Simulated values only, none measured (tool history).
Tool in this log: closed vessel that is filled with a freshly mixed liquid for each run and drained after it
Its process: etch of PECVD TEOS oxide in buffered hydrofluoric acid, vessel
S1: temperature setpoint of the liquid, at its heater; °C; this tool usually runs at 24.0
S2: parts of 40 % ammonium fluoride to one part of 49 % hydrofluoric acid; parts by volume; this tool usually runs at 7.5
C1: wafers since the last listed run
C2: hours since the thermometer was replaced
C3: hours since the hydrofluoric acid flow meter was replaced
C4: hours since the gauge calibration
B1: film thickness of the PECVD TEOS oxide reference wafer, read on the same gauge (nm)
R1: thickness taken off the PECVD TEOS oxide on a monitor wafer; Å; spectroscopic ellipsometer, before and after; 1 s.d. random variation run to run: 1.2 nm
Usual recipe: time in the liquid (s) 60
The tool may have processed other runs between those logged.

{"run": 1, "hour": 0.0, "S1": 24.0, "S2": 9.0, "time in the liquid (s)": 60, "C1": 0, "C2": 1373.6, "C3": 461.4, "C4": 115.7, "B1": 30.01, "R1": 1346.5}
{"run": 2, "hour": 64.4, "S1": 24.0, "S2": 7.5, "time in the liquid (s)": 60, "C1": 6391, "C2": 1438.0, "C3": 525.8, "C4": 180.1, "B1": 30.03, "R1": 1628.2}
{"run": 3, "hour": 106.3, "S1": 24.0, "S2": 7.5, "time in the liquid (s)": 60, "C1": 4158, "C2": 1479.9, "C3": 567.7, "C4": 222.0, "B1": 30.01, "R1": 1641.6}
{"run": 4, "hour": 148.9, "S1": 24.0, "S2": 8.5, "time in the liquid (s)": 60, "C1": 4228, "C2": 1522.5, "C3": 610.3, "C4": 264.6, "B1": 30.02, "R1": 1428.1}
{"run": 5, "hour": 176.1, "S1": 24.0, "S2": 8.5, "time in the liquid (s)": 60, "C1": 2699, "C2": 1549.7, "C3": 637.5, "C4": 291.8, "B1": 30.01, "R1": 1423.8}
{"run": 6, "hour": 214.5, "S1": 24.0, "S2": 8.5, "time in the liquid (s)": 60, "C1": 3811, "C2": 1588.1, "C3": 675.9, "C4": 330.2, "B1": 30.01, "R1": 1419.1}
{"run": 7, "hour": 275.4, "S1": 24.0, "S2": 7.5, "time in the liquid (s)": 60, "C1": 6044, "C2": 1649.0, "C3": 736.8, "C4": 391.1, "B1": 29.98, "R1": 1634.7}
{"run": 8, "hour": 327.6, "S1": 24.0, "S2": 7.5, "time in the liquid (s)": 60, "C1": 5180, "C2": 1701.2, "C3": 789.0, "C4": 443.3, "B1": 29.95, "R1": 1605.3}
{"run": 9, "hour": 383.5, "S1": 27.5, "S2": 7.5, "time in the liquid (s)": 60, "C1": 5548, "C2": 1757.1, "C3": 844.9, "C4": 499.2, "B1": 29.99, "R1": 1961.5}
{"run": 10, "hour": 434.1, "S1": 27.5, "S2": 7.5, "time in the liquid (s)": 60, "C1": 5022, "C2": 1807.7, "C3": 895.5, "C4": 549.8, "B1": 29.97, "R1": 1959.9}
{"run": 11, "hour": 470.5, "S1": 27.5, "S2": 7.5, "time in the liquid (s)": 60, "C1": 3612, "C2": 1844.1, "C3": 931.9, "C4": 586.2, "B1": 29.99, "R1": 1935.9}
{"run": 12, "hour": 534.0, "S1": 24.0, "S2": 6.0, "time in the liquid (s)": 50, "C1": 6302, "C2": 1907.6, "C3": 995.4, "C4": 649.7, "B1": 29.97, "R1": 1635.3}
{"run": 13, "hour": 562.6, "S1": 24.0, "S2": 6.0, "time in the liquid (s)": 50, "C1": 2838, "C2": 1936.2, "C3": 1024.0, "C4": 678.3, "B1": 29.99, "R1": 1639.3}
{"run": 14, "hour": 595.7, "S1": 24.0, "S2": 6.0, "time in the liquid (s)": 60, "C1": 3285, "C2": 1969.3, "C3": 1057.1, "C4": 711.4, "B1": 29.97, "R1": 1986.2}
{"run": 15, "hour": 632.6, "S1": 24.0, "S2": 7.5, "time in the liquid (s)": 85, "C1": 3662, "C2": 2006.2, "C3": 1094.0, "C4": 748.3, "B1": 29.95, "R1": 2262.3}
{"run": 16, "hour": 657.5, "S1": 20.0, "S2": 9.0, "time in the liquid (s)": 30, "C1": 2471, "C2": 2031.1, "C3": 1118.9, "C4": 773.2, "B1": 29.98, "R1": 526.8}
{"run": 17, "hour": 708.3, "S1": 24.0, "S2": 7.5, "time in the liquid (s)": 60, "C1": 5041, "C2": 2081.9, "C3": 1169.7, "C4": 824.0, "B1": 30.02, "R1": 1591.4}
{"run": 18, "hour": 736.4, "S1": 22.0, "S2": 8.5, "time in the liquid (s)": 60, "C1": 2788, "C2": 2110.0, "C3": 1197.8, "C4": 852.1, "B1": 30.05, "R1": 1248.0}
{"hour": 788.9, "done": "gauge calibrated"}
{"hour": 804.8, "done": "hydrofluoric acid flow meter replaced"}
{"run": 19, "hour": 806.7, "S1": 24.0, "S2": 7.5, "time in the liquid (s)": 60, "C1": 6878, "C2": 2180.3, "C3": 1.9, "C4": 17.8, "B1": 29.98, "R1": 1594.8}
{"run": 20, "hour": 832.4, "S1": 19.5, "S2": 8.5, "time in the liquid (s)": 35, "C1": 2550, "C2": 2206.0, "C3": 27.6, "C4": 43.5, "B1": 30.02, "R1": 633.9}
{"hour": 838.0, "done": "thermometer replaced"}
{"run": 21, "hour": 899.8, "S1": 24.0, "S2": 7.5, "time in the liquid (s)": 60, "C1": 6590, "C2": 61.8, "C3": 95.0, "C4": 110.9, "B1": 30.01, "R1": 1473.0}
{"run": 22, "hour": 951.8, "S1": 24.0, "S2": 7.5, "time in the liquid (s)": 60, "C1": 5161, "C2": 113.8, "C3": 147.0, "C4": 162.9, "B1": 30.05, "R1": 1492.3}
{"hour": 1002.3, "done": "thermometer replaced, repeated, since the last time left the tool worse"}
{"run": 23, "hour": 1013.8, "S1": 21.0, "S2": 5.0, "time in the liquid (s)": 60, "C1": 6054, "C2": 11.5, "C3": 209.0, "C4": 224.9, "B1": 30.01, "R1": 2096.1}
{"run": 24, "hour": 1055.0, "S1": 24.0, "S2": 10.5, "time in the liquid (s)": 60, "C1": 4089, "C2": 52.7, "C3": 250.2, "C4": 266.1, "B1": 30.01, "R1": 1253.5}
{"run": 25, "hour": 1088.7, "S1": 24.0, "S2": 6.0, "time in the liquid (s)": 60, "C1": 3344, "C2": 86.4, "C3": 283.9, "C4": 299.8, "B1": 30.01, "R1": 2115.6}
{"run": 26, "hour": 1114.5, "S1": 29.0, "S2": 9.0, "time in the liquid (s)": 45, "C1": 2560, "C2": 112.2, "C3": 309.7, "C4": 325.6, "B1": 29.98, "R1": 1374.0}
{"run": 27, "hour": 1176.7, "S1": 28.5, "S2": 9.0, "time in the liquid (s)": 60, "C1": 6173, "C2": 174.4, "C3": 371.9, "C4": 387.8, "B1": 29.96, "R1": 1788.8}
{"run": 28, "hour": 1234.6, "S1": 26.0, "S2": 9.0, "time in the liquid (s)": 60, "C1": 5746, "C2": 232.3, "C3": 429.8, "C4": 445.7, "B1": 29.99, "R1": 1561.5}

Each row is a separate what-if for the run after 28, all from the same tool condition, not one after another. Results?
{"run": "A", "hour": 1235.3, "S1": 24.0, "S2": 5.0, "time in the liquid (s)": 60, "C1": 69, "C2": 233.0, "C3": 430.5, "C4": 446.4, "B1": "?", "R1": "?"}
{"run": "B", "hour": 1235.3, "S1": 28.0, "S2": 5.0, "time in the liquid (s)": 45, "C1": 69, "C2": 233.0, "C3": 430.5, "C4": 446.4, "B1": "?", "R1": "?"}
{"run": "C", "hour": 1235.3, "S1": 26.0, "S2": 7.5, "time in the liquid (s)": 60, "C1": 69, "C2": 233.0, "C3": 430.5, "C4": 446.4, "B1": "?", "R1": "?"}

run=A B1=29.97 R1=2460.3
run=B B1=29.97 R1=2288.3
run=C B1=29.97 R1=1908.9
With the hidden condition removed and each run's random variation left untouched, the same runs would have given:
run=A R1=2522.7
run=B R1=2344.8
run=C R1=1956.8
